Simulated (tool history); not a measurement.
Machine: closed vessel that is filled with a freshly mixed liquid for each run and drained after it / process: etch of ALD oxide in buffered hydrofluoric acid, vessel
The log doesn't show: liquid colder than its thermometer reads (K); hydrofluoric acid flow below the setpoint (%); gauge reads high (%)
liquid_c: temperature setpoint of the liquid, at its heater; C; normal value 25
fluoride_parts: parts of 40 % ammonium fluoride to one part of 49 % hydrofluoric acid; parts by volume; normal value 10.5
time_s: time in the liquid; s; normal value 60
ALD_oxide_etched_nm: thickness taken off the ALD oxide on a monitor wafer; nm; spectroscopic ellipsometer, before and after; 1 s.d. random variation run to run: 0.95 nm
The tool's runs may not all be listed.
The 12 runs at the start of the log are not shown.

run,hour,liquid_c,fluoride_parts,time_s,wafers since the last listed run,hours since the thermometer was replaced,hours since the hydrofluoric acid flow meter was replaced,hours since the gauge calibration,"read-back film thickness of the ALD oxide reference wafer, read on the same gauge (nm)",ALD_oxide_etched_nm
13,159,22,7,70,5602,74.5,94.3,329.8,39.98,188.34
14,171.1,25,9,60,1587,86.6,106.4,341.9,40.01,148.05
15,178,25,10.5,90,905,93.5,113.3,348.8,40,196.18
16,194.4,29.5,8.5,60,2151,109.9,129.7,365.2,40.02,196.26
17,202.9,27,14.5,60,1115,118.4,138.2,373.7,40.01,104.92
18,219.1,27,10.5,60,2125,134.6,154.4,389.9,40,144.25
19,227.9,25,7.5,60,1154,143.4,163.2,398.7,40.02,175.23
20,235.6,25,10.5,60,1010,151.1,170.9,406.4,39.99,129.79
21,243.5,21.5,10.5,95,1036,159,178.8,414.3,39.99,169.13
# hour 245.7: gauge calibrated
22,251.9,27.5,12.5,60,1102,167.4,187.2,6.2,39.99,124.51
23,261.1,25,10.5,60,1207,176.6,196.4,15.4,40.01,130.67
24,270.3,28,13,50,1207,185.8,205.6,24.6,40,102.28
25,282.1,25,10.5,60,1548,197.6,217.4,36.4,40,131.02
26,291,25,14,45,1167,206.5,226.3,45.3,40.02,72.91
27,299.6,21,10.5,85,1128,215.1,234.9,53.9,39.99,146.91
28,313,28.5,12,60,1758,228.5,248.3,67.3,40,138.64
29,322.6,29.5,8,30,1259,238.1,257.9,76.9,40,105.68
30,339.7,25,10.5,60,2243,255.2,275,94,40,130.8
31,349.6,25,12.5,80,1299,265.1,284.9,103.9,39.99,146.52
32,364.7,23,10.5,95,1981,280.2,300,119,40.02,183.28
33,381.4,25,10.5,60,2191,296.9,316.7,135.7,40.01,129.86
34,397.8,25,8.5,60,2151,313.3,333.1,152.1,40.01,153.65

Below are 4 alternative next runs, each starting from the tool's condition after run 34. Predict each:
A,398.5,20,10.5,60,91,314,333.8,152.8,?,?
B,398.5,20.5,13,70,91,314,333.8,152.8,?,?
C,398.5,25,7,75,91,314,333.8,152.8,?,?
D,398.5,25,14,60,91,314,333.8,152.8,?,?

run,"read-back film thickness of the ALD oxide reference wafer, read on the same gauge (nm)",ALD_oxide_etched_nm
A,40.01,97.9
B,40.01,95.32
C,40.01,236.52
D,40.01,97.33
Take away the tool's hidden state, keep each run's random variation, and the runs would have read:
run,ALD_oxide_etched_nm
A,99.95
B,97.33
C,241.98
D,99.38
